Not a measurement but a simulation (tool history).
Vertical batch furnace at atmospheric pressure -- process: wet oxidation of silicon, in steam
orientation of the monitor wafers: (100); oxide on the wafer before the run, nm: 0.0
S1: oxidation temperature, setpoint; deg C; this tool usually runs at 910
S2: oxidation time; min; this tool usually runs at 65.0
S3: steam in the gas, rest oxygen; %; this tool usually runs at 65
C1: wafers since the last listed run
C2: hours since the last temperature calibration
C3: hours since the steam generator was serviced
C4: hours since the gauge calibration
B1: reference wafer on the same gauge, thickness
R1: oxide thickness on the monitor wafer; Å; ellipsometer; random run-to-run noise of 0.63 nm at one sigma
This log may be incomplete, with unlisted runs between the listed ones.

Run 1, hour 0.0: usual settings but S2 72.5 min; C1 0; C2 3276.1; C3 2477.1; C4 303.9; B1 134.97. Result: R1 1448.8 Å.
Run 2, hour 25.8: usual settings but S2 72.5 min; C1 442; C2 3301.9; C3 2502.9; C4 329.7; B1 135.12. Result: R1 1436.4 Å.
Run 3, hour 53.9: usual settings but S1 927 deg C, S2 87.0 min; C1 482; C2 3330.0; C3 2531.0; C4 357.8; B1 135.18. Result: R1 2050.1 Å.
Run 4, hour 78.0: usual settings but S1 927 deg C, S2 87.0 min; C1 413; C2 3354.1; C3 2555.1; C4 381.9; B1 135.11. Result: R1 2054.6 Å.
Run 5, hour 112.0: usual settings but S1 922 deg C; C1 583; C2 3388.1; C3 2589.1; C4 415.9; B1 134.92. Result: R1 1505.7 Å.
Run 6, hour 135.5: usual settings but S1 922 deg C; C1 403; C2 3411.6; C3 2612.6; C4 439.4; B1 134.82. Result: R1 1504.2 Å.
Run 7, hour 163.1: usual settings but S1 922 deg C; C1 473; C2 3439.2; C3 2640.2; C4 467.0; B1 134.88. Result: R1 1502.6 Å.
Run 8, hour 197.1: usual settings; C1 583; C2 3473.2; C3 2674.2; C4 501.0; B1 134.95. Result: R1 1279.9 Å.
Run 9, hour 278.0: usual settings; C1 1388; C2 3554.1; C3 2755.1; C4 581.9; B1 135.02. Result: R1 1287.2 Å.
Run 10, hour 299.0: usual settings; C1 360; C2 3575.1; C3 2776.1; C4 602.9; B1 135.05. Result: R1 1286.5 Å.
Run 11, hour 329.7: usual settings; C1 526; C2 3605.8; C3 2806.8; C4 633.6; B1 134.87. Result: R1 1280.5 Å.
At hour 337.0: gauge calibrated.
Run 12, hour 360.8: usual settings; C1 533; C2 3636.9; C3 2837.9; C4 23.8; B1 134.91. Result: R1 1276.7 Å.
Run 13, hour 393.1: usual settings but S2 58.0 min; C1 554; C2 3669.2; C3 2870.2; C4 56.1; B1 135.10. Result: R1 1151.4 Å.
Run 14, hour 407.9: usual settings but S2 58.0 min; C1 254; C2 3684.0; C3 2885.0; C4 70.9; B1 134.83. Result: R1 1146.8 Å.
Run 15, hour 434.8: usual settings but S1 887 deg C; C1 461; C2 3710.9; C3 2911.9; C4 97.8; B1 135.16. Result: R1 906.9 Å.
Run 16, hour 466.3: usual settings; C1 540; C2 3742.4; C3 2943.4; C4 129.3; B1 135.17. Result: R1 1272.8 Å.
At hour 493.2: steam generator serviced.
At hour 511.1: thermocouples replaced and temperature profile calibrated.
Run 17, hour 511.6: usual settings but S1 924 deg C, S2 91.5 min, S3 72 %; C1 58; C2 0.5; C3 18.4; C4 174.6; B1 135.08. Result: R1 2422.9 Å.
Run 18, hour 519.3: usual settings but S1 894 deg C, S3 70 %; C1 132; C2 8.2; C3 26.1; C4 182.3; B1 135.26. Result: R1 1191.4 Å.
Run 19, hour 553.3: usual settings but S2 75.0 min; C1 583; C2 42.2; C3 60.1; C4 216.3; B1 134.81. Result: R1 1590.6 Å.
Run 20, hour 574.6: usual settings but S1 888 deg C, S2 91.0 min, S3 70 %; C1 365; C2 63.5; C3 81.4; C4 237.6; B1 135.02. Result: R1 1473.5 Å.
Run 21, hour 600.8: usual settings but S2 36.5 min; C1 449; C2 89.7; C3 107.6; C4 263.8; B1 135.03. Result: R1 821.6 Å.
Run 22, hour 616.7: usual settings but S1 921 deg C, S2 41.0 min; C1 272; C2 105.6; C3 123.5; C4 279.7; B1 134.97. Result: R1 1052.4 Å.
Run 23, hour 648.1: usual settings but S1 899 deg C, S2 80.5 min, S3 61 %; C1 539; C2 137.0; C3 154.9; C4 311.1; B1 134.96. Result: R1 1369.3 Å.
Run 24, hour 660.9: usual settings but S1 926 deg C, S2 78.5 min, S3 55 %; C1 219; C2 149.8; C3 167.7; C4 323.9; B1 135.05. Result: R1 1726.0 Å.
Run 25, hour 695.0: usual settings; C1 585; C2 183.9; C3 201.8; C4 358.0; B1 134.84. Result: R1 1401.0 Å.
Run 26, hour 728.8: usual settings but S3 59 %; C1 580; C2 217.7; C3 235.6; C4 391.8; B1 134.81. Result: R1 1279.0 Å.
Run 27, hour 756.8: usual settings; C1 480; C2 245.7; C3 263.6; C4 419.8; B1 135.06. Result: R1 1389.9 Å.
Run 28, hour 778.7: usual settings; C1 375; C2 267.6; C3 285.5; C4 441.7; B1 135.01. Result: R1 1402.3 Å.
Run 29, hour 807.1: usual settings but S3 61 %; C1 487; C2 296.0; C3 313.9; C4 470.1; B1 135.04. Result: R1 1312.0 Å.

Pick out some run-to-run changes in R1. Of each, how much would a tool without hidden state show as well, from the settings, what came in and chance, and how much is left for the hidden state and any gauge scatter not in both results compared?
What the log doesn't record here: true tube temperature minus thermocouple reading, K; steam share off its setpoint, % of the setpoint; gauge reads high (%).
Run 2 -> 3: S1 910 -> 927, S2 72.5 -> 87.0. R1 +613.7 Å: hidden state -40.2, all else +653.9.
Run 16 -> 17: S1 910 -> 924, S2 65.0 -> 91.5, S3 65 -> 72, steam generator serviced, thermocouples replaced and temperature profile calibrated. R1 +1150.1 Å: hidden state +126.1, all else +1024.0.
Run 17 -> 18: S1 924 -> 894, S2 91.5 -> 65.0, S3 72 -> 70. R1 -1231.5 Å: hidden state +2.5, all else -1234.0.

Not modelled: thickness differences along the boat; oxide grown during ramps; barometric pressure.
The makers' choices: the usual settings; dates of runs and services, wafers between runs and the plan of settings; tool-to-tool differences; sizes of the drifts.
